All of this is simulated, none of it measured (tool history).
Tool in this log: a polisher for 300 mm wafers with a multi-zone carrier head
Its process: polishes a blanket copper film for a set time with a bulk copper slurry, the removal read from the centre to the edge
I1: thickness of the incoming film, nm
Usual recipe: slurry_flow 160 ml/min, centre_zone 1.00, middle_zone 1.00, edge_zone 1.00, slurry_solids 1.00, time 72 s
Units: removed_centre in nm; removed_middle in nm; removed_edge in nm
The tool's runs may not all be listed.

run 1 hour=0.0 | slurry_flow=160 centre_zone=1.00 middle_zone=1.00 edge_zone=1.00 slurry_solids=1.00 time=72 | I1=4264.1 | removed_centre=727.6 removed_middle=743.5 removed_edge=771.3
run 2 hour=8.9 | slurry_flow=160 centre_zone=1.00 middle_zone=1.00 edge_zone=1.00 slurry_solids=1.00 time=72 | I1=4225.7 | removed_centre=727.7 removed_middle=725.1 removed_edge=785.5
run 3 hour=24.1 | slurry_flow=160 centre_zone=1.00 middle_zone=1.00 edge_zone=1.00 slurry_solids=1.00 time=72 | I1=4225.2 | removed_centre=707.3 removed_middle=741.9 removed_edge=758.6
run 4 hour=34.6 | slurry_flow=175 centre_zone=1.00 middle_zone=1.00 edge_zone=0.91 slurry_solids=1.00 time=72 | I1=4310.1 | removed_centre=753.2 removed_middle=763.2 removed_edge=743.9
run 5 hour=42.0 | slurry_flow=175 centre_zone=1.00 middle_zone=1.00 edge_zone=0.91 slurry_solids=1.00 time=72 | I1=4263.4 | removed_centre=748.0 removed_middle=747.5 removed_edge=746.0
run 6 hour=54.3 | slurry_flow=160 centre_zone=0.92 middle_zone=1.00 edge_zone=1.00 slurry_solids=1.00 time=72 | I1=4243.8 | removed_centre=656.9 removed_middle=705.8 removed_edge=743.5
-- hour=70.0 centre zone pressure recalibrated
run 7 hour=70.4 | slurry_flow=160 centre_zone=0.92 middle_zone=1.00 edge_zone=1.00 slurry_solids=1.00 time=72 | I1=4256.6 | removed_centre=652.4 removed_middle=732.4 removed_edge=763.0
-- hour=72.9 slurry nozzle cleaned
-- hour=82.3 carrier head's membrane replaced by a new one
-- hour=88.5 worn pad replaced by a new one
run 8 hour=123.2 | slurry_flow=175 centre_zone=1.00 middle_zone=1.00 edge_zone=0.91 slurry_solids=1.00 time=72 | I1=4230.8 | removed_centre=887.1 removed_middle=874.2 removed_edge=824.0
run 9 hour=135.6 | slurry_flow=160 centre_zone=1.00 middle_zone=1.00 edge_zone=0.93 slurry_solids=1.00 time=49 | I1=4303.8 | removed_centre=579.4 removed_middle=578.1 removed_edge=560.0
run 10 hour=144.4 | slurry_flow=160 centre_zone=1.00 middle_zone=1.00 edge_zone=1.00 slurry_solids=0.75 time=72 | I1=4276.8 | removed_centre=819.7 removed_middle=832.5 removed_edge=816.5
-- hour=154.7 edge zone pressure recalibrated
run 11 hour=155.2 | slurry_flow=160 centre_zone=1.07 middle_zone=1.00 edge_zone=1.10 slurry_solids=1.00 time=65 | I1=4306.3 | removed_centre=805.1 removed_middle=748.4 removed_edge=783.4
run 12 hour=163.2 | slurry_flow=160 centre_zone=1.00 middle_zone=1.00 edge_zone=1.00 slurry_solids=1.00 time=72 | I1=4200.5 | removed_centre=853.5 removed_middle=837.1 removed_edge=835.6
run 13 hour=192.6 | slurry_flow=115 centre_zone=1.00 middle_zone=1.00 edge_zone=1.00 slurry_solids=0.80 time=90 | I1=4287.4 | removed_centre=873.8 removed_middle=906.6 removed_edge=914.3
run 14 hour=200.9 | slurry_flow=160 centre_zone=1.00 middle_zone=1.00 edge_zone=1.00 slurry_solids=1.00 time=72 | I1=4254.0 | removed_centre=812.1 removed_middle=803.0 removed_edge=808.9

Predict each of these 5 candidate next runs independently; none follows another, all start after run 14:
run A hour=201.3 | slurry_flow=160 centre_zone=1.00 middle_zone=1.00 edge_zone=1.00 slurry_solids=1.00 time=72 | I1=4346.1 | removed_centre=? removed_middle=? removed_edge=?
run B hour=201.3 | slurry_flow=160 centre_zone=1.08 middle_zone=1.00 edge_zone=1.00 slurry_solids=1.00 time=72 | I1=4346.1 | removed_centre=? removed_middle=? removed_edge=?
run C hour=201.3 | slurry_flow=105 centre_zone=1.00 middle_zone=0.93 edge_zone=1.00 slurry_solids=1.10 time=50 | I1=4346.1 | removed_centre=? removed_middle=? removed_edge=?
run D hour=201.3 | slurry_flow=120 centre_zone=1.00 middle_zone=1.00 edge_zone=1.12 slurry_solids=1.00 time=50 | I1=4346.1 | removed_centre=? removed_middle=? removed_edge=?
run E hour=201.3 | slurry_flow=130 centre_zone=1.00 middle_zone=0.92 edge_zone=1.00 slurry_solids=0.75 time=72 | I1=4346.1 | removed_centre=? removed_middle=? removed_edge=?

run=A removed_centre=811.7 removed_middle=812.4 removed_edge=816.0
run=B removed_centre=877.2 removed_middle=812.0 removed_edge=816.0
run=C removed_centre=485.3 removed_middle=469.9 removed_edge=523.0
run=D removed_centre=510.2 removed_middle=517.4 removed_edge=565.4
run=E removed_centre=736.2 removed_middle=697.8 removed_edge=762.1
Stripped of hidden state, with their random variation kept, the same runs would have yielded:
run=A removed_centre=905.2 removed_middle=899.2 removed_edge=889.0
run=B removed_centre=978.2 removed_middle=898.8 removed_edge=889.0
run=C removed_centre=562.1 removed_middle=536.5 removed_edge=579.6
run=D removed_centre=582.5 removed_middle=583.9 removed_edge=622.9
run=E removed_centre=834.4 removed_middle=782.8 removed_edge=836.8
